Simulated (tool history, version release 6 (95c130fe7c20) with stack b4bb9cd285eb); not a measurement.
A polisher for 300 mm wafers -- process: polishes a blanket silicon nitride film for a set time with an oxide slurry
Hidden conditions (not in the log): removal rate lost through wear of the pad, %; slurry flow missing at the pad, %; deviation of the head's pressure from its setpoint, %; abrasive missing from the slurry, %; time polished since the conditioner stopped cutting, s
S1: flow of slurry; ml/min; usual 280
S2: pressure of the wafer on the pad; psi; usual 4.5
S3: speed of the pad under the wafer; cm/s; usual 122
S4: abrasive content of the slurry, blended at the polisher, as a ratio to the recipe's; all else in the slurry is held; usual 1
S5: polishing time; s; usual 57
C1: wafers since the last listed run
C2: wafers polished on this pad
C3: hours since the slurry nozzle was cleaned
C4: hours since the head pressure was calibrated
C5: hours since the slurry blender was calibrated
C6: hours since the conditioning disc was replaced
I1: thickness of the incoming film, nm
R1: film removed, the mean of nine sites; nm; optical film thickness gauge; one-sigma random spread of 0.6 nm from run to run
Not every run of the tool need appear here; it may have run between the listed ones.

{"run": 1, "hour": 0.0, "S1": 280, "S2": 4.5, "S3": 122, "S4": 1.2, "S5": 57, "C1": 0, "C2": 1011, "C3": 111.2, "C4": 163.5, "C5": 111.4, "C6": 327.4, "I1": 402.5, "R1": 62}
{"run": 2, "hour": 54.4, "S1": 280, "S2": 4.5, "S3": 122, "S4": 1.1, "S5": 57, "C1": 726, "C2": 1737, "C3": 165.6, "C4": 217.9, "C5": 165.8, "C6": 381.8, "I1": 398.5, "R1": 57.8}
{"run": 3, "hour": 113.9, "S1": 280, "S2": 4.5, "S3": 122, "S4": 1.1, "S5": 57, "C1": 794, "C2": 2532, "C3": 225.1, "C4": 277.4, "C5": 225.3, "C6": 441.3, "I1": 403.1, "R1": 59}
{"hour": 132.1, "done": "conditioning disc replaced and pad reconditioned"}
{"hour": 222.1, "done": "worn pad replaced by a new one"}
{"hour": 251.6, "done": "slurry blender recalibrated"}
{"run": 4, "hour": 320.8, "S1": 280, "S2": 5.4, "S3": 122, "S4": 1.25, "S5": 57, "C1": 2656, "C2": 1291, "C3": 432, "C4": 484.3, "C5": 69.2, "C6": 188.7, "I1": 398.8, "R1": 68.5}
{"run": 5, "hour": 351.7, "S1": 280, "S2": 5.4, "S3": 122, "S4": 1.25, "S5": 57, "C1": 412, "C2": 1703, "C3": 462.9, "C4": 515.2, "C5": 100.1, "C6": 219.6, "I1": 399.4, "R1": 66.2}
{"run": 6, "hour": 403.9, "S1": 280, "S2": 4.5, "S3": 122, "S4": 1, "S5": 57, "C1": 697, "C2": 2401, "C3": 515.1, "C4": 567.4, "C5": 152.3, "C6": 271.8, "I1": 395.6, "R1": 51.5}
{"hour": 420.5, "done": "head pressure recalibrated"}
{"run": 7, "hour": 432.6, "S1": 280, "S2": 4.5, "S3": 146, "S4": 1, "S5": 57, "C1": 356, "C2": 2757, "C3": 543.8, "C4": 12.1, "C5": 181, "C6": 300.5, "I1": 401.7, "R1": 56.1}
{"hour": 440.4, "done": "slurry nozzle cleaned"}
{"run": 8, "hour": 490.8, "S1": 280, "S2": 5.4, "S3": 122, "S4": 1.2, "S5": 57, "C1": 763, "C2": 3521, "C3": 50.4, "C4": 70.3, "C5": 239.2, "C6": 358.7, "I1": 400.5, "R1": 70.7}
{"hour": 528.0, "done": "worn pad replaced by a new one"}
{"run": 9, "hour": 528.5, "S1": 180, "S2": 4.5, "S3": 122, "S4": 1.1, "S5": 45, "C1": 450, "C2": 6, "C3": 88.1, "C4": 108, "C5": 276.9, "C6": 396.4, "I1": 403.6, "R1": 43.8}
{"run": 10, "hour": 549.8, "S1": 280, "S2": 4.5, "S3": 122, "S4": 1, "S5": 57, "C1": 284, "C2": 291, "C3": 109.4, "C4": 129.3, "C5": 298.2, "C6": 417.7, "I1": 396.6, "R1": 54.7}
{"hour": 598.9, "done": "slurry blender recalibrated"}
{"run": 11, "hour": 609.8, "S1": 280, "S2": 5, "S3": 108, "S4": 0.7, "S5": 57, "C1": 774, "C2": 1066, "C3": 169.4, "C4": 189.3, "C5": 10.9, "C6": 477.7, "I1": 400, "R1": 39}
{"run": 12, "hour": 641.8, "S1": 280, "S2": 3.4, "S3": 122, "S4": 0.75, "S5": 57, "C1": 427, "C2": 1493, "C3": 201.4, "C4": 221.3, "C5": 42.9, "C6": 509.7, "I1": 406.6, "R1": 36.5}

Estimate the outcome of run 13 from the log above:
{"run": 13, "hour": 686.4, "S1": 280, "S2": 4.5, "S3": 122, "S4": 1, "S5": 57, "C1": 595, "C2": 2089, "C3": 246, "C4": 265.9, "C5": 87.5, "C6": 554.3, "I1": 396.5, "R1": "?"}

R1: 53.5 nm
Were there no unlogged condition in the tool, this run, its random variation unchanged, would have produced R1 55.1 nm.

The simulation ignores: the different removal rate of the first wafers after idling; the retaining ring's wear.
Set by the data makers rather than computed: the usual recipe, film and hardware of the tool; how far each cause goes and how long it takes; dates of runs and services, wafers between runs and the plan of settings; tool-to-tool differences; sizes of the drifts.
